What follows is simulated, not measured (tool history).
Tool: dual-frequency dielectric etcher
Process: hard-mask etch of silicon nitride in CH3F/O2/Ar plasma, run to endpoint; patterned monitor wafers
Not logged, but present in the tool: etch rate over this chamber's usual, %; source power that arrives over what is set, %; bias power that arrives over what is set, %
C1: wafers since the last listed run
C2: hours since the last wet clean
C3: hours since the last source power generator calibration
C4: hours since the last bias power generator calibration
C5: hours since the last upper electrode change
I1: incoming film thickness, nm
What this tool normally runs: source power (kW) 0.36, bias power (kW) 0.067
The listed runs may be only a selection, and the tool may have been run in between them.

run 1 day=0 | source_power_(kW)=0.36 bias_power_(kW)=0.067 | C1=0 C2=267.9 C3=5042.3 C4=1706.6 C5=3997.3 | I1=54.8 | endpoint_time_(s)=79.4
run 2 day=0.712 | source_power_(kW)=0.36 bias_power_(kW)=0.067 | C1=215 C2=285 C3=5059.4 C4=1723.7 C5=4014.4 | I1=54.3 | endpoint_time_(s)=78.4
run 3 day=2.104 | source_power_(kW)=0.42 bias_power_(kW)=0.067 | C1=421 C2=318.4 C3=5092.8 C4=1757.1 C5=4047.8 | I1=54.4 | endpoint_time_(s)=76.5
run 4 day=2.904 | source_power_(kW)=0.42 bias_power_(kW)=0.067 | C1=242 C2=337.6 C3=5112 C4=1776.3 C5=4067 | I1=54.2 | endpoint_time_(s)=75.8
run 5 day=3.508 | source_power_(kW)=0.42 bias_power_(kW)=0.067 | C1=183 C2=352.1 C3=5126.5 C4=1790.8 C5=4081.5 | I1=55.4 | endpoint_time_(s)=76.9
run 6 day=4.9 | source_power_(kW)=0.36 bias_power_(kW)=0.075 | C1=421 C2=385.5 C3=5159.9 C4=1824.2 C5=4114.9 | I1=54.7 | endpoint_time_(s)=76.5
run 7 day=5.483 | source_power_(kW)=0.36 bias_power_(kW)=0.067 | C1=176 C2=399.5 C3=5173.9 C4=1838.2 C5=4128.9 | I1=54.7 | endpoint_time_(s)=78.8
-- day=6.646 upper electrode replaced, of another model than before
run 8 day=6.667 | source_power_(kW)=0.42 bias_power_(kW)=0.081 | C1=55 C2=427.9 C3=5202.3 C4=1866.6 C5=0.5 | I1=54.5 | endpoint_time_(s)=73.7
-- day=7.4 source power generator calibrated
run 9 day=7.696 | source_power_(kW)=0.42 bias_power_(kW)=0.062 | C1=261 C2=452.6 C3=7.1 C4=1891.3 C5=25.2 | I1=54.7 | endpoint_time_(s)=77.5
run 10 day=8.742 | source_power_(kW)=0.31 bias_power_(kW)=0.059 | C1=316 C2=477.7 C3=32.2 C4=1916.4 C5=50.3 | I1=54.3 | endpoint_time_(s)=81.6
-- day=10 bias power generator calibrated
-- day=10.262 wet clean of the chamber
run 11 day=10.283 | source_power_(kW)=0.42 bias_power_(kW)=0.062 | C1=337 C2=0.5 C3=69.2 C4=6.8 C5=87.3 | I1=54.6 | endpoint_time_(s)=79.4
run 12 day=10.296 | source_power_(kW)=0.28 bias_power_(kW)=0.053 | C1=3 C2=0.8 C3=69.5 C4=7.1 C5=87.6 | I1=54.7 | endpoint_time_(s)=87.1
run 13 day=11.383 | source_power_(kW)=0.33 bias_power_(kW)=0.076 | C1=329 C2=26.9 C3=95.6 C4=33.2 C5=113.7 | I1=53.9 | endpoint_time_(s)=79.4
run 14 day=12.596 | source_power_(kW)=0.32 bias_power_(kW)=0.072 | C1=367 C2=56 C3=124.7 C4=62.3 C5=142.8 | I1=54.6 | endpoint_time_(s)=81.2
run 15 day=13.342 | source_power_(kW)=0.36 bias_power_(kW)=0.067 | C1=225 C2=73.9 C3=142.6 C4=80.2 C5=160.7 | I1=54.7 | endpoint_time_(s)=81.1

Exercise: give the hidden state of the tool at every run:
source power that arrives over what is set, %: 0 on each run
bias power that arrives over what is set, %: 0 on each run
H1: etch rate over this chamber's usual, %
run=1 H1=2.48
run=2 H1=2.64
run=3 H1=2.96
run=4 H1=3.15
run=5 H1=3.29
run=6 H1=3.61
run=7 H1=3.74
run=8 H1=4.01
run=9 H1=4.25
run=10 H1=4.49
run=11 H1=0.981
run=12 H1=0.984
run=13 H1=1.23
run=14 H1=1.51
run=15 H1=1.68
